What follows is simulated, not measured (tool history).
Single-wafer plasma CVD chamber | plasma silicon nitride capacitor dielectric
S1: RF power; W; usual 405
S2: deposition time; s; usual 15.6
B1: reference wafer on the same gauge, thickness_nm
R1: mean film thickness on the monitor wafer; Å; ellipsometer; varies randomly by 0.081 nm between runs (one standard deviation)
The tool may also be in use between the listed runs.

{"run": 1, "hour": 0.0, "S1": 405, "S2": 15.6, "B1": 23.92, "R1": 218.74}
{"run": 2, "hour": 15.9, "S1": 405, "S2": 15.6, "B1": 23.918, "R1": 217.93}
{"run": 3, "hour": 26.7, "S1": 405, "S2": 17.4, "B1": 23.89, "R1": 242.48}
{"run": 4, "hour": 39.0, "S1": 405, "S2": 15.6, "B1": 23.896, "R1": 217.8}
{"run": 5, "hour": 54.9, "S1": 405, "S2": 15.6, "B1": 23.863, "R1": 217.63}
{"run": 6, "hour": 66.4, "S1": 465, "S2": 15.6, "B1": 23.876, "R1": 228.86}
{"run": 7, "hour": 82.2, "S1": 345, "S2": 14.8, "B1": 23.912, "R1": 194.02}
{"run": 8, "hour": 97.4, "S1": 435, "S2": 16.7, "B1": 23.934, "R1": 239.34}
{"hour": 113.0, "done": "RF generator calibrated"}
{"run": 9, "hour": 113.5, "S1": 435, "S2": 16.7, "B1": 23.916, "R1": 240.2}
{"run": 10, "hour": 123.9, "S1": 435, "S2": 16.7, "B1": 23.864, "R1": 238.64}
{"hour": 132.8, "done": "showerhead replaced"}
{"run": 11, "hour": 138.7, "S1": 480, "S2": 15.6, "B1": 23.915, "R1": 233.02}
{"hour": 146.1, "done": "gauge calibrated"}
{"run": 12, "hour": 153.4, "S1": 380, "S2": 15.6, "B1": 23.882, "R1": 212.34}
{"run": 13, "hour": 167.0, "S1": 405, "S2": 15.6, "B1": 23.874, "R1": 217.69}
{"run": 14, "hour": 183.9, "S1": 445, "S2": 13.8, "B1": 23.88, "R1": 198.69}
{"run": 15, "hour": 191.9, "S1": 485, "S2": 12.9, "B1": 23.902, "R1": 192.44}
{"run": 16, "hour": 204.9, "S1": 405, "S2": 15.6, "B1": 23.965, "R1": 217.02}
{"run": 17, "hour": 215.8, "S1": 440, "S2": 17, "B1": 23.899, "R1": 244.64}
{"run": 18, "hour": 233.4, "S1": 355, "S2": 16.4, "B1": 23.935, "R1": 216.95}
{"run": 19, "hour": 249.7, "S1": 370, "S2": 16.8, "B1": 23.886, "R1": 225.87}

3 options for the next run, each taken on its own from the tool as it stands now. Forecast them:
{"run": "A", "hour": 250.1, "S1": 405, "S2": 15.6, "B1": "?", "R1": "?"}
{"run": "B", "hour": 250.1, "S1": 345, "S2": 15.6, "B1": "?", "R1": "?"}
{"run": "C", "hour": 250.1, "S1": 445, "S2": 18, "B1": "?", "R1": "?"}

run=A B1=23.874 R1=218.16
run=B B1=23.874 R1=204.75
run=C B1=23.874 R1=260.92
With the hidden condition removed and each run's random variation left untouched, the same runs would have given:
run=A R1=218.16
run=B R1=204.75
run=C R1=260.92
